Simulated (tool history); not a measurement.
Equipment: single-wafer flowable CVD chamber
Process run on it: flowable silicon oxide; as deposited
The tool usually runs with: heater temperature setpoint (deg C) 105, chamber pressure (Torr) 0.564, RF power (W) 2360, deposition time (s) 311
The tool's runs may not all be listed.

| run | day | heater temperature setpoint (deg C) | chamber pressure (Torr) | RF power (W) | deposition time (s) | read-back reference wafer on the same gauge, thickness_nm | mean film thickness on the monitor wafer (nm) |
|---|---|---|---|---|---|---|---|
| 1 | 0 | 105 | 0.564 | 2360 | 311 | 116.003 | 120.661 |
| 2 | 0.746 | 105 | 0.564 | 2360 | 311 | 116.089 | 120.371 |
| 3 | 1.508 | 105 | 0.564 | 2360 | 311 | 115.971 | 121.193 |
| 4 | 2.988 | 105 | 0.564 | 2360 | 311 | 115.955 | 121.535 |
| 5 | 3.988 | 105 | 0.509 | 2115 | 350 | 115.848 | 120.383 |
|  | 5.442 | showerhead replaced |
| 6 | 5.462 | 105 | 0.564 | 2360 | 311 | 116.06 | 122.124 |
| 7 | 6.383 | 94 | 0.683 | 2360 | 254 | 115.928 | 183.44 |
| 8 | 7.233 | 105 | 0.564 | 2360 | 311 | 116 | 121.614 |
| 9 | 8.629 | 105 | 0.564 | 2360 | 277 | 115.928 | 108.895 |
| 10 | 9.221 | 105 | 0.564 | 2360 | 311 | 115.893 | 122.161 |
|  | 10.4 | thermocouple changed; heater temperature recalibrated |
|  | 10.75 | RF generator calibrated |
| 11 | 10.771 | 105 | 0.564 | 2360 | 311 | 116.021 | 122.855 |
| 12 | 11.442 | 105 | 0.564 | 2360 | 311 | 116.059 | 122.417 |
| 13 | 13.821 | 105 | 0.564 | 2360 | 311 | 116.001 | 123.579 |
|  | 15.058 | capacitance manometer re-zeroed and calibrated |
| 14 | 15.079 | 100 | 0.505 | 2610 | 288 | 116.101 | 114.4 |
| 15 | 15.446 | 105 | 0.657 | 2360 | 284 | 115.956 | 120.431 |
| 16 | 16.312 | 105 | 0.52 | 2360 | 370 | 116.095 | 123.094 |
| 17 | 17.017 | 105 | 0.564 | 2360 | 311 | 115.942 | 112.727 |
| 18 | 18.271 | 105 | 0.512 | 2130 | 311 | 115.94 | 99.039 |
| 19 | 19.733 | 109 | 0.442 | 2130 | 311 | 116.044 | 75.075 |
| 20 | 20.367 | 105 | 0.564 | 2360 | 311 | 116.062 | 112.163 |
| 21 | 21.35 | 105 | 0.46 | 2675 | 331 | 116.009 | 99.444 |
| 22 | 22.225 | 120 | 0.564 | 2360 | 263 | 116.08 | 56.168 |
| 23 | 23.25 | 99 | 0.564 | 2780 | 327 | 115.954 | 151.618 |
| 24 | 25.129 | 105 | 0.564 | 2360 | 311 | 116.024 | 112.027 |
| 25 | 26.038 | 118 | 0.564 | 2360 | 311 | 116.011 | 69.907 |
| 26 | 26.679 | 105 | 0.638 | 2360 | 311 | 116.007 | 127.808 |
| 27 | 27.346 | 105 | 0.476 | 2360 | 311 | 116.028 | 96.036 |
| 28 | 28.375 | 97 | 0.564 | 2360 | 311 | 115.962 | 152.209 |

The same runs without the tool's hidden state, with the same run-to-run variation:
The tool's hidden condition here consists of: wafer temperature above the value expected at the setpoint (K); delivered RF power above the setpoint (%); true pressure above the setpoint (%); gauge reads high (%).
| run | mean film thickness on the monitor wafer (nm) |
|---|---|
| 1 | 111.763 |
| 2 | 111.347 |
| 3 | 111.956 |
| 4 | 111.972 |
| 5 | 110.708 |
| 6 | 112.001 |
| 7 | 168.485 |
| 8 | 111.161 |
| 9 | 99.268 |
| 10 | 111.233 |
| 11 | 111.524 |
| 12 | 110.978 |
| 13 | 111.493 |
| 14 | 113.417 |
| 15 | 119.433 |
| 16 | 122.034 |
| 17 | 111.752 |
| 18 | 98.175 |
| 19 | 74.39 |
| 20 | 111.16 |
| 21 | 98.514 |
| 22 | 55.65 |
| 23 | 150.19 |
| 24 | 110.924 |
| 25 | 69.203 |
| 26 | 126.544 |
| 27 | 95.032 |
| 28 | 150.568 |
